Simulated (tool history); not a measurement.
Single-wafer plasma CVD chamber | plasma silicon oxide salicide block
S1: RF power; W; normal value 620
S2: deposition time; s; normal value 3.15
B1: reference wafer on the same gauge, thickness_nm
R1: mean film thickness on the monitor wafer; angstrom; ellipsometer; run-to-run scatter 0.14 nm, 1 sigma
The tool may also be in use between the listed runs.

| run | hour | S1 | S2 | B1 | R1 |
|---|---|---|---|---|---|
| 1 | 0.0 | 655 | 2.93 | 36.171 | 344.19 |
| 2 | 23.3 | 655 | 2.93 | 36.147 | 341.63 |
| 3 | 54.9 | 620 | 3.15 | 36.136 | 362.06 |
| 4 | 74.0 | 620 | 3.15 | 36.064 | 361.14 |
| 5 | 96.5 | 620 | 3.15 | 36.000 | 361.41 |
| 6 | 113.9 | 620 | 2.82 | 36.012 | 324.54 |
| 7 | 189.9 | 620 | 2.82 | 35.773 | 321.54 |
| 8 | 205.6 | 620 | 3.15 | 35.719 | 358.54 |
|  | 205.7 | gauge calibrated |
| 9 | 218.1 | 620 | 3.15 | 36.609 | 366.78 |
| 10 | 237.5 | 620 | 2.95 | 36.566 | 342.09 |
| 11 | 254.0 | 620 | 2.95 | 36.527 | 344.12 |
|  | 267.2 | showerhead replaced |
|  | 287.3 | RF generator calibrated |
| 12 | 337.9 | 500 | 3.44 | 36.614 | 378.90 |
| 13 | 353.0 | 725 | 2.77 | 36.548 | 335.46 |
| 14 | 381.5 | 620 | 3.15 | 36.509 | 367.69 |
| 15 | 394.2 | 730 | 3.15 | 36.498 | 382.35 |
| 16 | 409.1 | 570 | 2.56 | 36.525 | 290.33 |
| 17 | 423.7 | 620 | 3.15 | 36.457 | 364.56 |
| 18 | 437.3 | 730 | 2.90 | 36.567 | 351.46 |
| 19 | 449.8 | 620 | 3.15 | 36.524 | 364.14 |
| 20 | 555.9 | 620 | 3.15 | 36.417 | 364.35 |
| 21 | 571.6 | 560 | 3.33 | 36.284 | 376.80 |
| 22 | 591.2 | 620 | 2.69 | 36.234 | 311.85 |

Measured result minus the same run's result without the hidden state. Both carry the same run-to-run variation, though not necessarily the same gauge scatter:
Hidden conditions of the tool in this case: delivered RF power above the setpoint (%); gauge reads high (%).
| run | R1 |
|---|---|
| 1 | -3.23 |
| 2 | -3.57 |
| 3 | -4.35 |
| 4 | -4.70 |
| 5 | -5.15 |
| 6 | -4.96 |
| 7 | -6.47 |
| 8 | -7.61 |
| 9 | +0.88 |
| 10 | +0.80 |
| 11 | +0.78 |
| 12 | +0.52 |
| 13 | +0.38 |
| 14 | +0.21 |
| 15 | +0.12 |
| 16 | -0.01 |
| 17 | -0.14 |
| 18 | -0.27 |
| 19 | -0.39 |
| 20 | -1.75 |
| 21 | -2.07 |
| 22 | -1.98 |

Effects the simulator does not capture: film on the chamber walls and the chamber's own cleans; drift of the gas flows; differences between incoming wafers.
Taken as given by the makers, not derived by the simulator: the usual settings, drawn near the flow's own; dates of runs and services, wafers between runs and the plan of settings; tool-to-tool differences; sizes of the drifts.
